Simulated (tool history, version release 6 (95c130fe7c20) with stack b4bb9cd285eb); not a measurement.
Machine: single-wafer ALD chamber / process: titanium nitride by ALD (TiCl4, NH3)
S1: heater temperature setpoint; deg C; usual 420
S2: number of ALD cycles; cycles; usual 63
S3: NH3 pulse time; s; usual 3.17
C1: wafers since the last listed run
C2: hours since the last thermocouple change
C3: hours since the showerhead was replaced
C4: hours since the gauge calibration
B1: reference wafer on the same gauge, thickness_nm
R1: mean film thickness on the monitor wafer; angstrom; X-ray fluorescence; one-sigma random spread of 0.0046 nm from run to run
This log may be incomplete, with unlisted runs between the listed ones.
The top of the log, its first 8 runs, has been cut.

run 9 hour=202 | S1=420 S2=63 S3=3.17 | C1=77 C2=2232.2 C3=6487.1 C4=354.2 | B1=1.122 | R1=13.75
run 10 hour=224.6 | S1=420 S2=66 S3=3.17 | C1=56 C2=2254.8 C3=6509.7 C4=376.8 | B1=1.123 | R1=14.41
run 11 hour=244.5 | S1=420 S2=66 S3=3.17 | C1=50 C2=2274.7 C3=6529.6 C4=396.7 | B1=1.124 | R1=14.4
run 12 hour=308.2 | S1=420 S2=71 S3=3.17 | C1=160 C2=2338.4 C3=6593.3 C4=460.4 | B1=1.12 | R1=15.43
run 13 hour=340.1 | S1=420 S2=71 S3=3.17 | C1=80 C2=2370.3 C3=6625.2 C4=492.3 | B1=1.12 | R1=15.38
run 14 hour=373.7 | S1=420 S2=71 S3=3.17 | C1=84 C2=2403.9 C3=6658.8 C4=525.9 | B1=1.12 | R1=15.41
run 15 hour=408.9 | S1=420 S2=63 S3=2.68 | C1=88 C2=2439.1 C3=6694 C4=561.1 | B1=1.118 | R1=13.64
run 16 hour=422 | S1=420 S2=63 S3=2.68 | C1=32 C2=2452.2 C3=6707.1 C4=574.2 | B1=1.117 | R1=13.6
run 17 hour=456.4 | S1=420 S2=63 S3=3.17 | C1=86 C2=2486.6 C3=6741.5 C4=608.6 | B1=1.117 | R1=13.63
run 18 hour=480.5 | S1=425 S2=71 S3=2.15 | C1=60 C2=2510.7 C3=6765.6 C4=632.7 | B1=1.115 | R1=15.28
-- hour=492.4 thermocouple changed; heater temperature recalibrated
-- hour=503.4 gauge calibrated
run 19 hour=508.3 | S1=411 S2=68 S3=3.86 | C1=49 C2=15.9 C3=6793.4 C4=4.9 | B1=1.129 | R1=14.9
-- hour=524.8 showerhead replaced
run 20 hour=542 | S1=420 S2=63 S3=3.17 | C1=64 C2=49.6 C3=17.2 C4=38.6 | B1=1.128 | R1=13.88
run 21 hour=571.3 | S1=426 S2=56 S3=3.52 | C1=73 C2=78.9 C3=46.5 C4=67.9 | B1=1.126 | R1=12.27
run 22 hour=598.8 | S1=420 S2=63 S3=3.95 | C1=69 C2=106.4 C3=74 C4=95.4 | B1=1.127 | R1=13.84
run 23 hour=629.4 | S1=405 S2=63 S3=4.31 | C1=76 C2=137 C3=104.6 C4=126 | B1=1.126 | R1=13.8
run 24 hour=651.3 | S1=420 S2=63 S3=3.17 | C1=55 C2=158.9 C3=126.5 C4=147.9 | B1=1.124 | R1=13.78
run 25 hour=669 | S1=412 S2=63 S3=3.17 | C1=44 C2=176.6 C3=144.2 C4=165.6 | B1=1.124 | R1=13.72
run 26 hour=693.4 | S1=430 S2=54 S3=4.02 | C1=61 C2=201 C3=168.6 C4=190 | B1=1.124 | R1=11.8
run 27 hour=716.8 | S1=420 S2=59 S3=4.22 | C1=58 C2=224.4 C3=192 C4=213.4 | B1=1.122 | R1=12.9
run 28 hour=729.3 | S1=420 S2=63 S3=3.17 | C1=31 C2=236.9 C3=204.5 C4=225.9 | B1=1.122 | R1=13.69
run 29 hour=746.6 | S1=434 S2=63 S3=3.17 | C1=43 C2=254.2 C3=221.8 C4=243.2 | B1=1.122 | R1=13.75
run 30 hour=790.6 | S1=420 S2=55 S3=3.17 | C1=110 C2=298.2 C3=265.8 C4=287.2 | B1=1.12 | R1=11.99
run 31 hour=825.3 | S1=430 S2=52 S3=2.8 | C1=87 C2=332.9 C3=300.5 C4=321.9 | B1=1.12 | R1=11.23

Expected results for the next run?
run 32 hour=838.4 | S1=428 S2=63 S3=3.17 | C1=32 C2=346 C3=313.6 C4=335 | B1=? | R1=?

B1: 1.121
R1: 13.63 angstrom
The same run, on a tool lacking any hidden state, would have yielded R1 13.75 angstrom.
